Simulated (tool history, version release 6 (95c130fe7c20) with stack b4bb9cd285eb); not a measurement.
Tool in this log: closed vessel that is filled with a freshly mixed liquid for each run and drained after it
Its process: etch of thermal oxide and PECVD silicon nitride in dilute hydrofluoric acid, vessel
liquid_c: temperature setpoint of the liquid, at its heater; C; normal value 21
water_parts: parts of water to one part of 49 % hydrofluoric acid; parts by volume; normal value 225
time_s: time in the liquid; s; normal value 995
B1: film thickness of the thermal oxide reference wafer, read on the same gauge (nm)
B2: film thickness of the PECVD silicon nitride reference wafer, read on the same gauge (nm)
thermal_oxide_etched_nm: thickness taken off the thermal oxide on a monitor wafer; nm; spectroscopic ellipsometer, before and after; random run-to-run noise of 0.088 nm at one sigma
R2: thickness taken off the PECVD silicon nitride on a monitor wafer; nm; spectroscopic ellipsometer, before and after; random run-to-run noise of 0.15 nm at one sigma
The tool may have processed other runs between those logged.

run 1 hour=0 | liquid_c=24.5 water_parts=225 time_s=995 | B1=47.43 B2=37.93 | thermal_oxide_etched_nm=17.27 R2=23.24
run 2 hour=62.7 | liquid_c=21 water_parts=225 time_s=995 | B1=47.41 B2=37.97 | thermal_oxide_etched_nm=15.36 R2=18.31
run 3 hour=95.4 | liquid_c=21 water_parts=225 time_s=995 | B1=47.41 B2=37.99 | thermal_oxide_etched_nm=15.16 R2=18.27
run 4 hour=155.5 | liquid_c=21 water_parts=225 time_s=995 | B1=47.39 B2=37.88 | thermal_oxide_etched_nm=15.05 R2=18.22
run 5 hour=193.7 | liquid_c=21 water_parts=225 time_s=995 | B1=47.39 B2=37.96 | thermal_oxide_etched_nm=15.3 R2=18.11
run 6 hour=240.5 | liquid_c=23 water_parts=150 time_s=995 | B1=47.35 B2=37.85 | thermal_oxide_etched_nm=26.83 R2=31.01
run 7 hour=311.6 | liquid_c=18.5 water_parts=290 time_s=1315 | B1=47.33 B2=37.85 | thermal_oxide_etched_nm=13.4 R2=16.07
-- hour=342.3 hydrofluoric acid flow meter replaced
run 8 hour=368.9 | liquid_c=21 water_parts=120 time_s=785 | B1=47.32 B2=37.84 | thermal_oxide_etched_nm=25.17 R2=26.72
run 9 hour=424.1 | liquid_c=23.5 water_parts=180 time_s=995 | B1=47.32 B2=37.83 | thermal_oxide_etched_nm=21.88 R2=26.58
run 10 hour=454.4 | liquid_c=21 water_parts=225 time_s=995 | B1=47.3 B2=37.89 | thermal_oxide_etched_nm=15.2 R2=18.09
run 11 hour=513.1 | liquid_c=18 water_parts=145 time_s=1555 | B1=47.3 B2=37.82 | thermal_oxide_etched_nm=35.21 R2=35.58
-- hour=541.2 thermometer replaced
run 12 hour=548.6 | liquid_c=25 water_parts=320 time_s=815 | B1=47.28 B2=37.82 | thermal_oxide_etched_nm=9.25 R2=13.58
run 13 hour=600.3 | liquid_c=25.5 water_parts=130 time_s=1445 | B1=47.29 B2=37.8 | thermal_oxide_etched_nm=50 R2=60.95
run 14 hour=662.3 | liquid_c=25 water_parts=325 time_s=805 | B1=47.26 B2=37.8 | thermal_oxide_etched_nm=8.97 R2=13.01
run 15 hour=700.8 | liquid_c=24 water_parts=275 time_s=1440 | B1=47.28 B2=37.85 | thermal_oxide_etched_nm=18.98 R2=26.28
-- hour=738.6 gauge calibrated
run 16 hour=742.5 | liquid_c=21 water_parts=160 time_s=1295 | B1=49.99 B2=39.96 | thermal_oxide_etched_nm=31.33 R2=34.89
run 17 hour=803.2 | liquid_c=24.5 water_parts=150 time_s=745 | B1=49.81 B2=39.88 | thermal_oxide_etched_nm=22.36 R2=26.52
run 18 hour=866.5 | liquid_c=21 water_parts=225 time_s=995 | B1=49.63 B2=39.7 | thermal_oxide_etched_nm=16.09 R2=19.21
run 19 hour=900.8 | liquid_c=17 water_parts=265 time_s=625 | B1=49.53 B2=39.62 | thermal_oxide_etched_nm=7.09 R2=7.8
run 20 hour=947.7 | liquid_c=17 water_parts=310 time_s=1415 | B1=49.4 B2=39.56 | thermal_oxide_etched_nm=12.98 R2=15.31
run 21 hour=981.3 | liquid_c=19.5 water_parts=290 time_s=1390 | B1=49.32 B2=39.44 | thermal_oxide_etched_nm=15.25 R2=18.87
run 22 hour=1016.1 | liquid_c=21 water_parts=225 time_s=995 | B1=49.25 B2=39.38 | thermal_oxide_etched_nm=15.91 R2=18.84
run 23 hour=1087.1 | liquid_c=21 water_parts=180 time_s=460 | B1=49.08 B2=39.24 | thermal_oxide_etched_nm=9.55 R2=10.92
run 24 hour=1158.4 | liquid_c=21 water_parts=225 time_s=995 | B1=48.94 B2=39.12 | thermal_oxide_etched_nm=15.7 R2=18.68

Alternative continuations, all from the tool just after run 24; predict every row:
run A hour=1159.3 | liquid_c=25.5 water_parts=225 time_s=995 | B1=? B2=? | thermal_oxide_etched_nm=? R2=?
run B hour=1159.3 | liquid_c=25 water_parts=150 time_s=995 | B1=? B2=? | thermal_oxide_etched_nm=? R2=?
run C hour=1159.3 | liquid_c=21 water_parts=125 time_s=730 | B1=? B2=? | thermal_oxide_etched_nm=? R2=?
run D hour=1159.3 | liquid_c=19.5 water_parts=225 time_s=995 | B1=? B2=? | thermal_oxide_etched_nm=? R2=?
run E hour=1159.3 | liquid_c=23 water_parts=135 time_s=775 | B1=? B2=? | thermal_oxide_etched_nm=? R2=?

run=A B1=48.94 B2=39.15 thermal_oxide_etched_nm=18.63 R2=25.24
run=B B1=48.94 B2=39.15 thermal_oxide_etched_nm=29.85 R2=36.62
run=C B1=48.94 B2=39.15 thermal_oxide_etched_nm=23.14 R2=24.75
run=D B1=48.94 B2=39.15 thermal_oxide_etched_nm=14.92 R2=17.24
run=E B1=48.94 B2=39.15 thermal_oxide_etched_nm=24.34 R2=27.81
Had the tool no hidden state, the same runs would have come out as:
run=A thermal_oxide_etched_nm=19.03 R2=25.78
run=B thermal_oxide_etched_nm=30.49 R2=37.41
run=C thermal_oxide_etched_nm=23.64 R2=25.29
run=D thermal_oxide_etched_nm=15.24 R2=17.61
run=E thermal_oxide_etched_nm=24.87 R2=28.41

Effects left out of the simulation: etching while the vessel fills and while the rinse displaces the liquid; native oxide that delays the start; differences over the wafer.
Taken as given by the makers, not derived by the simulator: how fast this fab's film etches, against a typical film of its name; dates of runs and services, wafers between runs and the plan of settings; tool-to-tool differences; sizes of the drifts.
